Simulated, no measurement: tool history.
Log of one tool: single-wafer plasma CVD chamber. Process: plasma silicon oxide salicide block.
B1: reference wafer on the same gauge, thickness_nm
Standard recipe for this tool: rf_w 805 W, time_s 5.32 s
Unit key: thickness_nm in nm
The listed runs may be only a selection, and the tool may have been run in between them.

Run 1, hour 0.0: usual settings but rf_w 860 W; B1 66.103. Result: thickness_nm 62.384 nm.
Run 2, hour 39.1: usual settings but rf_w 885 W, time_s 5.98 s; B1 66.008. Result: thickness_nm 69.887 nm.
Run 3, hour 138.4: usual settings but rf_w 885 W, time_s 5.98 s; B1 66.030. Result: thickness_nm 69.447 nm.
Run 4, hour 201.1: usual settings; B1 66.089. Result: thickness_nm 60.613 nm.
Run 5, hour 298.3: usual settings; B1 66.014. Result: thickness_nm 60.623 nm.
Run 6, hour 359.4: usual settings; B1 66.051. Result: thickness_nm 61.000 nm.
Run 7, hour 415.8: usual settings; B1 66.090. Result: thickness_nm 60.597 nm.
Run 8, hour 455.4: usual settings but rf_w 845 W; B1 66.104. Result: thickness_nm 61.590 nm.
Run 9, hour 519.1: usual settings but rf_w 845 W; B1 66.166. Result: thickness_nm 60.814 nm.
Run 10, hour 606.0: usual settings but rf_w 845 W; B1 66.101. Result: thickness_nm 61.190 nm.
Run 11, hour 702.7: usual settings; B1 66.129. Result: thickness_nm 60.799 nm.
Run 12, hour 781.7: usual settings but time_s 5.06 s; B1 66.114. Result: thickness_nm 57.822 nm.
At hour 803.5: showerhead replaced.
At hour 804.1: gauge calibrated.
At hour 847.6: RF generator calibrated.
Run 13, hour 878.1: usual settings but time_s 4.76 s; B1 66.178. Result: thickness_nm 55.669 nm.
Run 14, hour 981.0: usual settings but time_s 6.08 s; B1 66.036. Result: thickness_nm 70.542 nm.
Run 15, hour 1087.4: usual settings; B1 66.081. Result: thickness_nm 61.417 nm.
Run 16, hour 1160.8: usual settings but rf_w 905 W, time_s 4.56 s; B1 66.102. Result: thickness_nm 54.429 nm.

Expected results for the next run?
Run 17, hour 1239.0: usual settings; B1 ?. Result: thickness_nm ?.

B1: 66.014
thickness_nm: 61.769 nm
Were there no unlogged condition in the tool, this run, its random variation unchanged, would have produced thickness_nm 62.102 nm.
